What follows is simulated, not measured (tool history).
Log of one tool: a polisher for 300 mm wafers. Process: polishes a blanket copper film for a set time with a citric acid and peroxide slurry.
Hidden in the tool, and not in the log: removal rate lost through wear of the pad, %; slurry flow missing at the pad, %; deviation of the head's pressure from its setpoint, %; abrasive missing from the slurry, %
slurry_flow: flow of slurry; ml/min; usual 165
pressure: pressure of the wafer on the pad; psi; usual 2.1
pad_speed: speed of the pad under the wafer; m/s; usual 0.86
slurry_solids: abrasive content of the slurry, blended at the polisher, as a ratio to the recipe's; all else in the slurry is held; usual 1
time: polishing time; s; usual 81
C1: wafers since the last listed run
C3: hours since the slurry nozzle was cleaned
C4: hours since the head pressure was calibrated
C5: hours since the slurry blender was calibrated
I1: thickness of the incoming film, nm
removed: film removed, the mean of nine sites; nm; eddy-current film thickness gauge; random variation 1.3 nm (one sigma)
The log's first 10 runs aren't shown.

Run 11, day 30.992: usual settings but time 66 s; C1 721; wafers polished on this pad 2645; C3 505.3; C4 471.7; C5 507; I1 644.5. Result: removed 100.4 nm.
Run 12, day 33.138: usual settings but time 66 s; C1 568; wafers polished on this pad 3213; C3 556.8; C4 523.2; C5 558.5; I1 640.7. Result: removed 101 nm.
At day 34.167: slurry blender recalibrated.
At day 34.562: head pressure recalibrated.
Run 13, day 35.358: usual settings but time 58 s; C1 544; wafers polished on this pad 3758; C3 610.1; C4 19.1; C5 28.6; I1 650.1. Result: removed 86 nm.
Run 14, day 36.912: usual settings but pressure 2.6 psi, pad_speed 0.56 m/s, slurry_solids 0.8, time 56 s; C1 411; wafers polished on this pad 4170; C3 647.4; C4 56.4; C5 65.9; I1 644.1. Result: removed 68.4 nm.
At day 39.246: slurry nozzle cleaned.
Run 15, day 39.292: usual settings but pad_speed 0.74 m/s, slurry_solids 0.8, time 55 s; C1 619; wafers polished on this pad 4789; C3 1.1; C4 113.5; C5 123; I1 642.5. Result: removed 72.3 nm.
Run 16, day 41.504: usual settings but slurry_flow 190 ml/min, pad_speed 0.76 m/s, slurry_solids 1.25, time 64 s; C1 586; wafers polished on this pad 5376; C3 54.2; C4 166.6; C5 176.1; I1 651.6. Result: removed 103.8 nm.
Run 17, day 45.288: usual settings but slurry_flow 135 ml/min, pressure 1.5 psi, pad_speed 1.1 m/s, time 61 s; C1 1002; wafers polished on this pad 6378; C3 145; C4 257.4; C5 266.9; I1 640.5. Result: removed 85.7 nm.
At day 45.625: worn pad replaced by a new one.
Run 18, day 49.112: usual settings; C1 969; wafers polished on this pad 924; C3 236.8; C4 349.2; C5 358.7; I1 647.1. Result: removed 129.5 nm.
Run 19, day 51.862: usual settings but slurry_flow 145 ml/min, slurry_solids 1.25; C1 728; wafers polished on this pad 1653; C3 302.8; C4 415.2; C5 424.7; I1 647.6. Result: removed 134.4 nm.
Run 20, day 56.208: usual settings but pressure 2.7 psi; C1 1151; wafers polished on this pad 2805; C3 407.1; C4 519.5; C5 529; I1 637.7. Result: removed 154.3 nm.
At day 58.092: slurry blender recalibrated.
At day 58.8: head pressure recalibrated.
Run 21, day 59.821: usual settings but slurry_flow 185 ml/min, pad_speed 1.14 m/s, time 105 s; C1 913; wafers polished on this pad 3718; C3 493.8; C4 24.5; C5 41.5; I1 655.1. Result: removed 202.3 nm.
At day 67.046: slurry nozzle cleaned.
At day 67.704: worn pad replaced by a new one.
Run 22, day 70.421: usual settings but pressure 1.8 psi, time 64 s; C1 2754; wafers polished on this pad 720; C3 81; C4 278.9; C5 295.9; I1 651. Result: removed 89.6 nm.
Run 23, day 74.338: usual settings but slurry_flow 220 ml/min, pressure 2.5 psi, pad_speed 0.74 m/s, slurry_solids 0.9; C1 1038; wafers polished on this pad 1758; C3 175; C4 372.9; C5 389.9; I1 653.4. Result: removed 132.2 nm.
At day 76.804: slurry blender recalibrated.
At day 78.733: head pressure recalibrated.
Run 24, day 78.812: usual settings; C1 1141; wafers polished on this pad 2900; C3 282.4; C4 1.9; C5 48.2; I1 649.8. Result: removed 126.4 nm.
Run 25, day 80.404: usual settings; C1 421; wafers polished on this pad 3322; C3 320.6; C4 40.1; C5 86.4; I1 644.9. Result: removed 126.3 nm.
Run 26, day 82.079: usual settings; C1 443; wafers polished on this pad 3766; C3 360.8; C4 80.3; C5 126.6; I1 651.7. Result: removed 123.8 nm.
Run 27, day 86.108: usual settings but pressure 1.4 psi; C1 1067; wafers polished on this pad 4834; C3 457.5; C4 177; C5 223.3; I1 647.2. Result: removed 90.6 nm.
At day 88.608: worn pad replaced by a new one.
Run 28, day 88.629: usual settings but slurry_flow 110 ml/min, pressure 1.7 psi, pad_speed 0.6 m/s, slurry_solids 0.85; C1 623; wafers polished on this pad 5; C3 518; C4 237.5; C5 283.8; I1 641.7. Result: removed 70.6 nm.
Run 29, day 90.025: usual settings but slurry_solids 0.85, time 73 s; C1 369; wafers polished on this pad 375; C3 551.5; C4 271; C5 317.3; I1 640. Result: removed 103.1 nm.
Run 30, day 93.829: usual settings but pressure 2.4 psi, time 58 s; C1 1008; wafers polished on this pad 1383; C3 642.8; C4 362.3; C5 408.6; I1 642.6. Result: removed 97.4 nm.

4 ways to go on from here, each from the tool as it stands after run 30. What would each give?
Run A, day 93.846: usual settings; C1 4; wafers polished on this pad 1387; C3 643.2; C4 362.7; C5 409; I1 646.4. Result: removed ?.
Run B, day 93.846: usual settings but pressure 1.8 psi, slurry_solids 1.1; C1 4; wafers polished on this pad 1387; C3 643.2; C4 362.7; C5 409; I1 646.4. Result: removed ?.
Run C, day 93.846: usual settings but slurry_solids 0.9, time 96 s; C1 4; wafers polished on this pad 1387; C3 643.2; C4 362.7; C5 409; I1 646.4. Result: removed ?.
Run D, day 93.846: usual settings but slurry_flow 195 ml/min, pressure 2.5 psi, slurry_solids 0.9, time 60 s; C1 4; wafers polished on this pad 1387; C3 643.2; C4 362.7; C5 409; I1 646.4. Result: removed ?.

run  removed
  A    123.3
  B    113.3
  C    140.7
  D    104.4
Without the tool's hidden state the same runs would have given:
run  removed
  A    131.7
  B    120.9
  C    150.2
  D    110.4

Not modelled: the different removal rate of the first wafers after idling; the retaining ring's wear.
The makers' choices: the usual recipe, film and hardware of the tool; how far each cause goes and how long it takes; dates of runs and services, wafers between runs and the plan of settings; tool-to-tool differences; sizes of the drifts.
